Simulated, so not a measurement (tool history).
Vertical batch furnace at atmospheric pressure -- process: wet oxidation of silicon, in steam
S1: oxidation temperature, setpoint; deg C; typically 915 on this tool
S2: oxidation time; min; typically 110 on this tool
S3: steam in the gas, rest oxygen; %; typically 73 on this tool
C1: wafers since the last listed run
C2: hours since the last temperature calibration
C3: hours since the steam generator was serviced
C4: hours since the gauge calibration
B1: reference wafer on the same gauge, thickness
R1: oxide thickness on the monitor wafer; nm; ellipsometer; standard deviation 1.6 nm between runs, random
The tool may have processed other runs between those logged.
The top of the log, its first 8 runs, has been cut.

run    hour   S1     S2  S3   C1      C2      C3     C4      B1      R1
  9     470  915    110  73  344    1912    1850  879.1  278.96  312.68
      514.3  -- thermocouples replaced and temperature profile calibrated
 10   514.8  915    110  73  135     0.5  1894.8  923.9  279.54  311.43
 11   572.9  915    110  73  377    58.6  1952.9    982   278.9  311.07
      575.4  -- gauge calibrated
 12     644  915    110  73  462   129.7    2024   68.6  278.93   311.7
 13   715.3  935    110  73  463     201  2095.3  139.9  279.03  368.09
 14   745.7  915    110  67  197   231.4  2125.7  170.3  279.06  292.41
 15   799.8  915    110  67  351   285.5  2179.8  224.4  279.95  293.99
 16   859.3  915    110  67  387     345  2239.3  283.9  278.97   292.1
 17   906.7  915    110  67  308   392.4  2286.7  331.3  279.05  294.16
 18   967.7  903    110  73  396   453.4  2347.7  392.3  279.18   278.8
 19  1014.6  894    160  68  305   500.3  2394.6  439.2  279.51  317.41
     1089.3  -- steam generator serviced
 20  1089.8  915    110  70  333   575.5     0.5  514.4   278.3  320.68
 21  1145.6  906    129  62  362   631.3    56.3  570.2  279.03  303.98
 22  1212.7  915    110  73  436   698.4   123.4  637.3  279.27  330.55
 23  1268.7  915    110  73  364   754.4   179.4  693.3  279.22  327.37
 24  1313.8  915    110  73  293   799.5   224.5  738.4  279.46   326.7
 25  1338.7  915    110  67  161   824.4   249.4  763.3  279.05  307.21
 26  1395.1  915    137  73  366   880.8   305.8  819.7  278.32  382.04
 27  1444.2  895    110  81  319   929.9   354.9  868.8  278.89  288.48
     1459.3  -- gauge calibrated
 28  1494.5  915  152.5  73  327   980.2   405.2   35.2   279.3  408.59
 29  1554.5  894    110  73  390  1040.2   465.2   95.2  278.99  260.12
 30  1588.7  915     64  80  222  1074.4   499.4  129.4  278.43  229.18
 31  1648.2  923     77  79  387  1133.9   558.9  188.9  278.75  281.48
 32  1686.3  906    129  62  247    1172     597    227  279.04  294.37

5 ways to go on from here, each from the tool as it stands after run 32. What would each give?
  A  1692.5  915  110  73  40  1178.2  603.2  233.2   ?   ?
  B  1692.5  901  110  73  40  1178.2  603.2  233.2   ?   ?
  C  1692.5  915  110  64  40  1178.2  603.2  233.2   ?   ?
  D  1692.5  902  149  80  40  1178.2  603.2  233.2   ?   ?
  E  1692.5  929  110  78  40  1178.2  603.2  233.2   ?   ?

run      B1      R1
  A  279.47  322.15
  B  279.47   281.2
  C  279.47  292.03
  D  279.47  382.55
  E  279.47  378.75
Had the tool no hidden state, the same runs would have come out as:
run      R1
  A  333.18
  B  291.27
  C  302.19
  D  395.53
  E  391.12

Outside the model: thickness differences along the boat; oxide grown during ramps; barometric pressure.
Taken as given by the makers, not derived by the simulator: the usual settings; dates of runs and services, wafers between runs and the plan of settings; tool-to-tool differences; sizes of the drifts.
